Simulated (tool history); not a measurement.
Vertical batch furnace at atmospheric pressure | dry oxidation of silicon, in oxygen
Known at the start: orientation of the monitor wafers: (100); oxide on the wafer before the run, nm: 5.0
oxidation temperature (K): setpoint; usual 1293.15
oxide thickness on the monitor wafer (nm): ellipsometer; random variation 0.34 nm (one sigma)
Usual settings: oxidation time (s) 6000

run,hour,oxidation temperature (K),oxidation time (s),wafers since the last listed run,hours since the last temperature calibration,hours since the boat lift was adjusted,hours since the gauge calibration,"read-back reference wafer on the same gauge, thickness",oxide thickness on the monitor wafer (nm)
1,0,1307.15,7740,0,3091.4,3974,1718.1,107.16,115.97
2,82.7,1293.15,5370,898,3174.1,4056.7,1800.8,107.22,81.12
3,182.3,1293.15,6000,1082,3273.7,4156.3,1900.4,107.25,87.12
4,219,1293.15,6000,398,3310.4,4193,1937.1,107.17,86.38
5,309.1,1293.15,6000,979,3400.5,4283.1,2027.2,107.23,87.02
6,409.7,1293.15,6000,1093,3501.1,4383.7,2127.8,107.19,86.61
7,451.9,1293.15,8280,458,3543.3,4425.9,2170,107.28,108.36
8,518.5,1293.15,8280,723,3609.9,4492.5,2236.6,107.34,108.81
9,610.9,1293.15,8280,1004,3702.3,4584.9,2329,107.24,108.24
10,647.1,1277.15,5070,393,3738.5,4621.1,2365.2,107.19,66.43
11,723.2,1277.15,5070,827,3814.6,4697.2,2441.3,107.18,67.01
# hour 752.9: gauge calibrated
12,795.6,1307.15,5250,786,3887,4769.6,42.7,107.27,90.36
13,845.4,1307.15,5250,541,3936.8,4819.4,92.5,107.22,90.51
14,944.1,1307.15,5250,1072,4035.5,4918.1,191.2,107.23,90.08
15,1042.3,1277.15,5070,1067,4133.7,5016.3,289.4,107.03,66.55
16,1095.4,1277.15,5070,577,4186.8,5069.4,342.5,107.28,66.82
17,1146.4,1270.15,8880,554,4237.8,5120.4,393.5,107.18,91.77
# hour 1191.6: boat lift adjusted
18,1222.3,1286.15,5100,564,4313.7,30.7,469.4,107.21,76.03
19,1320.7,1293.15,6000,1069,4412.1,129.1,567.8,107.17,90.86
# hour 1365.9: thermocouples replaced and temperature profile calibrated
20,1418.7,1307.15,5010,804,52.8,227.1,665.8,107.27,89.96
21,1486,1293.15,6000,731,120.1,294.4,733.1,107.08,89.89
22,1560.2,1277.15,7320,806,194.3,368.6,807.3,107.17,88.25
23,1602,1300.15,5010,454,236.1,410.4,849.1,107.16,84.61
24,1709.6,1293.15,6000,1169,343.7,518,956.7,107.35,88.9
25,1751.3,1311.15,7590,453,385.4,559.7,998.4,107.24,122.17
26,1813.1,1271.15,7590,671,447.2,621.5,1060.2,107.32,85.48
27,1883.2,1285.15,8370,761,517.3,691.6,1130.3,107.13,104.24
28,1963.9,1293.15,6000,877,598,772.3,1211,107.25,89.23
29,2030.7,1301.15,6000,726,664.8,839.1,1277.8,107.19,95.6

4 ways to go on from here, each from the tool as it stands after run 29. What would each give?
A,2035.8,1293.15,6000,55,669.9,844.2,1282.9,?,?
B,2035.8,1313.15,6000,55,669.9,844.2,1282.9,?,?
C,2035.8,1307.15,3870,55,669.9,844.2,1282.9,?,?
D,2035.8,1281.15,4710,55,669.9,844.2,1282.9,?,?

run,"read-back reference wafer on the same gauge, thickness",oxide thickness on the monitor wafer (nm)
A,107.02,89.22
B,107.02,106.22
C,107.02,75.84
D,107.02,67.98
Without the tool's hidden state the same runs would have given:
run,oxide thickness on the monitor wafer (nm)
A,90.69
B,107.84
C,77.05
D,69.16

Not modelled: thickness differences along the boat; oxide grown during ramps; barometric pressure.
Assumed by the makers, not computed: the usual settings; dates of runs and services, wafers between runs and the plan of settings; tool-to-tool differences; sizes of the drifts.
